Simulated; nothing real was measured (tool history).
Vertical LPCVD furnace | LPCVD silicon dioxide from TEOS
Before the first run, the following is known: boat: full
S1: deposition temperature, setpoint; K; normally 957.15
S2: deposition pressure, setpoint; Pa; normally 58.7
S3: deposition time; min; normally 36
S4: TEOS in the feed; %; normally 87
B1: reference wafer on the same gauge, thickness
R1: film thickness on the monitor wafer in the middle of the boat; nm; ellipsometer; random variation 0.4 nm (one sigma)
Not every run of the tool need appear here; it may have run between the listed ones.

{"run": 1, "hour": 0.0, "S1": 957.15, "S2": 58.7, "S3": 36, "S4": 87, "B1": 274.99, "R1": 281.44}
{"run": 2, "hour": 23.8, "S1": 957.15, "S2": 58.7, "S3": 36, "S4": 87, "B1": 275.06, "R1": 280.88}
{"run": 3, "hour": 69.6, "S1": 957.15, "S2": 58.7, "S3": 36, "S4": 87, "B1": 275.02, "R1": 281.58}
{"run": 4, "hour": 95.5, "S1": 957.15, "S2": 69.3, "S3": 36, "S4": 87, "B1": 274.92, "R1": 305.19}
{"hour": 106.6, "done": "gauge calibrated"}
{"run": 5, "hour": 115.1, "S1": 957.15, "S2": 58.7, "S3": 36, "S4": 87, "B1": 275.06, "R1": 281.31}
{"hour": 160.0, "done": "pressure gauge zeroed"}
{"run": 6, "hour": 160.5, "S1": 957.15, "S2": 58.7, "S3": 36, "S4": 87, "B1": 275.04, "R1": 280.67}
{"hour": 186.6, "done": "thermocouples replaced and temperature profile calibrated"}
{"run": 7, "hour": 187.1, "S1": 957.15, "S2": 62, "S3": 36, "S4": 87, "B1": 274.91, "R1": 273.86}
{"run": 8, "hour": 192.3, "S1": 957.15, "S2": 58.7, "S3": 36, "S4": 87, "B1": 274.99, "R1": 266.93}
{"hour": 233.2, "done": "TEOS flow controller replaced"}
{"run": 9, "hour": 233.7, "S1": 957.15, "S2": 44.7, "S3": 36, "S4": 87, "B1": 275, "R1": 232.73}
{"run": 10, "hour": 238.6, "S1": 957.15, "S2": 73.3, "S3": 47.5, "S4": 97, "B1": 274.98, "R1": 415.92}
{"run": 11, "hour": 262.2, "S1": 957.15, "S2": 58.7, "S3": 36, "S4": 87, "B1": 275.08, "R1": 266.86}
{"run": 12, "hour": 274.9, "S1": 953.15, "S2": 72.7, "S3": 23.5, "S4": 70, "B1": 275.06, "R1": 158.25}

Estimate the outcome of run 13 from the log above:
{"hour": 298.3, "done": "gauge calibrated"}
{"run": 13, "hour": 306.8, "S1": 945.15, "S2": 68.7, "S3": 29.5, "S4": 97, "B1": "?", "R1": "?"}

For run 13 the tool returned B1 274.95, R1 186.77 nm.
With the hidden condition absent and the run-to-run variation left alone, this run would have shown R1 184.62 nm.
